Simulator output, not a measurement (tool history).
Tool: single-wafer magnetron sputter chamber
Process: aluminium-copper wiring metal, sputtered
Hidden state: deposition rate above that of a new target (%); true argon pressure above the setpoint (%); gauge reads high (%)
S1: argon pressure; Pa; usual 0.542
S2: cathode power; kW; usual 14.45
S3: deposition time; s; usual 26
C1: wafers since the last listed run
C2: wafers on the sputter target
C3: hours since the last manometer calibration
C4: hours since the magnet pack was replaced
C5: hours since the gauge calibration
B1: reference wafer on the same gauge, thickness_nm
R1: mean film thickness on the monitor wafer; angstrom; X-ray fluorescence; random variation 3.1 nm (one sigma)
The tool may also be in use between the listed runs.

run 1 hour=0 | S1=0.434 S2=14.45 S3=26 | C1=0 C2=2089 C3=1986.6 C4=9531.6 C5=35.7 | B1=563.053 | R1=6503.79
run 2 hour=16.9 | S1=0.434 S2=14.45 S3=26 | C1=356 C2=2446 C3=2003.5 C4=9548.5 C5=52.6 | B1=562.066 | R1=6429.1
-- hour=31 sputter target and shields replaced
run 3 hour=44.5 | S1=0.434 S2=14.45 S3=26 | C1=413 C2=286 C3=2031.1 C4=9576.1 C5=80.2 | B1=562.588 | R1=6585.57
run 4 hour=75.3 | S1=0.663 S2=16.75 S3=26 | C1=650 C2=936 C3=2061.9 C4=9606.9 C5=111 | B1=562.413 | R1=6520.81
run 5 hour=107.2 | S1=0.663 S2=16.75 S3=26 | C1=673 C2=1610 C3=2093.8 C4=9638.8 C5=142.9 | B1=564.088 | R1=6533.64
run 6 hour=125.4 | S1=0.663 S2=16.75 S3=26 | C1=384 C2=1994 C3=2112 C4=9657 C5=161.1 | B1=562.152 | R1=6454.73
run 7 hour=147.9 | S1=0.542 S2=14.45 S3=26 | C1=475 C2=2469 C3=2134.5 C4=9679.5 C5=183.6 | B1=560.562 | R1=5973.21
-- hour=160.5 sputter target and shields replaced
run 8 hour=171 | S1=0.653 S2=14.45 S3=26 | C1=318 C2=222 C3=2157.6 C4=9702.6 C5=206.7 | B1=561.509 | R1=5791.66
-- hour=194.6 capacitance manometer re-zeroed and calibrated
run 9 hour=195.1 | S1=0.542 S2=17.3 S3=26 | C1=340 C2=562 C3=0.5 C4=9726.7 C5=230.8 | B1=562.475 | R1=7382.85
-- hour=207.7 magnet pack replaced
run 10 hour=208.2 | S1=0.542 S2=17.3 S3=26 | C1=107 C2=670 C3=13.6 C4=0.5 C5=243.9 | B1=561.602 | R1=7337.44
run 11 hour=305.2 | S1=0.695 S2=16.9 S3=26 | C1=2048 C2=2719 C3=110.6 C4=97.5 C5=340.9 | B1=562.012 | R1=6234.93
-- hour=329.6 sputter target and shields replaced
run 12 hour=330.1 | S1=0.711 S2=14.45 S3=28.3 | C1=356 C2=10 C3=135.5 C4=122.4 C5=365.8 | B1=562.368 | R1=6056.17
run 13 hour=350 | S1=0.63 S2=15.8 S3=26 | C1=420 C2=430 C3=155.4 C4=142.3 C5=385.7 | B1=562.198 | R1=6381.25
run 14 hour=370.3 | S1=0.542 S2=14.45 S3=26 | C1=428 C2=859 C3=175.7 C4=162.6 C5=406 | B1=561.816 | R1=6199.28
-- hour=377 gauge calibrated
run 15 hour=389.9 | S1=0.408 S2=14.45 S3=28.6 | C1=413 C2=1273 C3=195.3 C4=182.2 C5=12.9 | B1=561.322 | R1=7394.42
run 16 hour=417.4 | S1=0.651 S2=15.6 S3=21 | C1=580 C2=1854 C3=222.8 C4=209.7 C5=40.4 | B1=562.383 | R1=4930.46
run 17 hour=432.6 | S1=0.542 S2=14.45 S3=26 | C1=321 C2=2175 C3=238 C4=224.9 C5=55.6 | B1=561.905 | R1=6017.14
run 18 hour=450.8 | S1=0.608 S2=14.45 S3=22.1 | C1=384 C2=2559 C3=256.2 C4=243.1 C5=73.8 | B1=561.678 | R1=4851.9
-- hour=484.6 sputter target and shields replaced
run 19 hour=485.7 | S1=0.542 S2=14.45 S3=26 | C1=568 C2=22 C3=291.1 C4=278 C5=108.7 | B1=562.088 | R1=6146.21
run 20 hour=508 | S1=0.333 S2=15.35 S3=29.9 | C1=470 C2=493 C3=313.4 C4=300.3 C5=131 | B1=560.465 | R1=8565.64
run 21 hour=534.3 | S1=0.36 S2=11.65 S3=23.5 | C1=555 C2=1048 C3=339.7 C4=326.6 C5=157.3 | B1=561.055 | R1=5055.57

3 ways to go on from here, each from the tool as it stands after run 21. What would each give?
run A hour=534.7 | S1=0.351 S2=14.45 S3=26 | C1=8 C2=1057 C3=340.1 C4=327 C5=157.7 | B1=? | R1=?
run B hour=534.7 | S1=0.753 S2=16.5 S3=26 | C1=8 C2=1057 C3=340.1 C4=327 C5=157.7 | B1=? | R1=?
run C hour=534.7 | S1=0.387 S2=11.8 S3=30.3 | C1=8 C2=1057 C3=340.1 C4=327 C5=157.7 | B1=? | R1=?

run=A B1=562.124 R1=6893.43
run=B B1=562.124 R1=6074.63
run=C B1=562.124 R1=6402.59
Without the tool's hidden state the same runs would have given:
run=A R1=6970.65
run=B R1=6142.68
run=C R1=6474.31
